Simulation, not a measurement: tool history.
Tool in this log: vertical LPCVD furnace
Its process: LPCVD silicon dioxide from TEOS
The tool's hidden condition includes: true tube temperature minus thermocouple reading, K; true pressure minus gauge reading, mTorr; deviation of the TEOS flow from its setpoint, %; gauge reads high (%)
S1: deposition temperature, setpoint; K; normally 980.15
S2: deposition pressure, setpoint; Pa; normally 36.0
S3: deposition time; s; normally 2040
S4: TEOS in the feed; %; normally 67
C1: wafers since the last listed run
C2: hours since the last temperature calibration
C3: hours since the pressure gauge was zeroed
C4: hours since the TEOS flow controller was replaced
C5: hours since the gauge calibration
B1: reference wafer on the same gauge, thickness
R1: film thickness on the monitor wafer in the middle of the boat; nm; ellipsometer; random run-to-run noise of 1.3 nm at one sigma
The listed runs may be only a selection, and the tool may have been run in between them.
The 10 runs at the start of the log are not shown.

| run | hour | S1 | S2 | S3 | S4 | C1 | C2 | C3 | C4 | C5 | B1 | R1 |
|---|---|---|---|---|---|---|---|---|---|---|---|---|
| 11 | 232.2 | 974.15 | 36.0 | 2040 | 76 | 416 | 137.0 | 2298.4 | 288.9 | 63.7 | 261.13 | 256.02 |
| 12 | 251.9 | 969.15 | 36.0 | 1260 | 54 | 441 | 156.7 | 2318.1 | 308.6 | 83.4 | 260.71 | 117.29 |
|  | 283.0 | pressure gauge zeroed |
| 13 | 283.5 | 972.15 | 36.0 | 1470 | 67 | 170 | 188.3 | 0.5 | 340.2 | 115.0 | 261.17 | 164.22 |
| 14 | 288.2 | 972.15 | 43.3 | 1530 | 79 | 105 | 193.0 | 5.2 | 344.9 | 119.7 | 260.71 | 203.31 |
| 15 | 318.0 | 980.15 | 36.0 | 2040 | 67 | 667 | 222.8 | 35.0 | 374.7 | 149.5 | 261.45 | 273.34 |
| 16 | 330.8 | 980.15 | 32.0 | 1620 | 67 | 286 | 235.6 | 47.8 | 387.5 | 162.3 | 260.99 | 204.44 |
| 17 | 365.2 | 988.15 | 36.0 | 2040 | 67 | 771 | 270.0 | 82.2 | 421.9 | 196.7 | 260.30 | 329.81 |
| 18 | 395.2 | 980.15 | 36.0 | 2040 | 67 | 672 | 300.0 | 112.2 | 451.9 | 226.7 | 261.22 | 273.09 |
| 19 | 411.8 | 980.15 | 36.0 | 1230 | 67 | 372 | 316.6 | 128.8 | 468.5 | 243.3 | 261.29 | 166.61 |
| 20 | 442.4 | 986.15 | 36.0 | 2040 | 67 | 685 | 347.2 | 159.4 | 499.1 | 273.9 | 260.82 | 315.57 |
| 21 | 458.2 | 985.15 | 36.0 | 2040 | 80 | 354 | 363.0 | 175.2 | 514.9 | 289.7 | 261.29 | 333.84 |
| 22 | 481.4 | 991.15 | 44.7 | 2040 | 67 | 520 | 386.2 | 198.4 | 538.1 | 312.9 | 261.17 | 391.10 |
| 23 | 508.9 | 980.15 | 32.7 | 1410 | 67 | 616 | 413.7 | 225.9 | 565.6 | 340.4 | 260.75 | 178.21 |
| 24 | 525.1 | 980.15 | 41.3 | 2040 | 67 | 363 | 429.9 | 242.1 | 581.8 | 356.6 | 261.20 | 294.34 |
| 25 | 555.1 | 980.15 | 36.0 | 2040 | 67 | 672 | 459.9 | 272.1 | 611.8 | 386.6 | 261.20 | 271.91 |
| 26 | 571.6 | 980.15 | 36.0 | 1530 | 60 | 369 | 476.4 | 288.6 | 628.3 | 403.1 | 260.82 | 194.11 |
| 27 | 594.9 | 980.15 | 32.7 | 2040 | 67 | 522 | 499.7 | 311.9 | 651.6 | 426.4 | 260.88 | 259.31 |
| 28 | 627.9 | 980.15 | 36.0 | 1320 | 67 | 739 | 532.7 | 344.9 | 684.6 | 459.4 | 260.82 | 176.58 |
| 29 | 656.8 | 980.15 | 40.7 | 2040 | 67 | 647 | 561.6 | 373.8 | 713.5 | 488.3 | 260.67 | 289.33 |
| 30 | 682.2 | 980.15 | 30.7 | 1500 | 67 | 569 | 587.0 | 399.2 | 738.9 | 513.7 | 261.01 | 185.89 |
| 31 | 710.0 | 980.15 | 36.0 | 2040 | 67 | 623 | 614.8 | 427.0 | 766.7 | 541.5 | 260.89 | 272.55 |
| 32 | 745.4 | 980.15 | 36.0 | 2040 | 54 | 793 | 650.2 | 462.4 | 802.1 | 576.9 | 260.69 | 244.00 |

Alternative continuations, all from the tool just after run 32; predict every row:
| A | 749.4 | 980.15 | 36.0 | 2040 | 67 | 89 | 654.2 | 466.4 | 806.1 | 580.9 | ? | ? |
| B | 749.4 | 984.15 | 36.0 | 2040 | 67 | 89 | 654.2 | 466.4 | 806.1 | 580.9 | ? | ? |
| C | 749.4 | 980.15 | 36.0 | 2040 | 73 | 89 | 654.2 | 466.4 | 806.1 | 580.9 | ? | ? |

| run | B1 | R1 |
|---|---|---|
| A | 261.54 | 273.49 |
| B | 261.54 | 299.64 |
| C | 261.54 | 285.47 |
Without the tool's hidden state the same runs would have given:
| run | R1 |
|---|---|
| A | 273.49 |
| B | 299.64 |
| C | 285.47 |
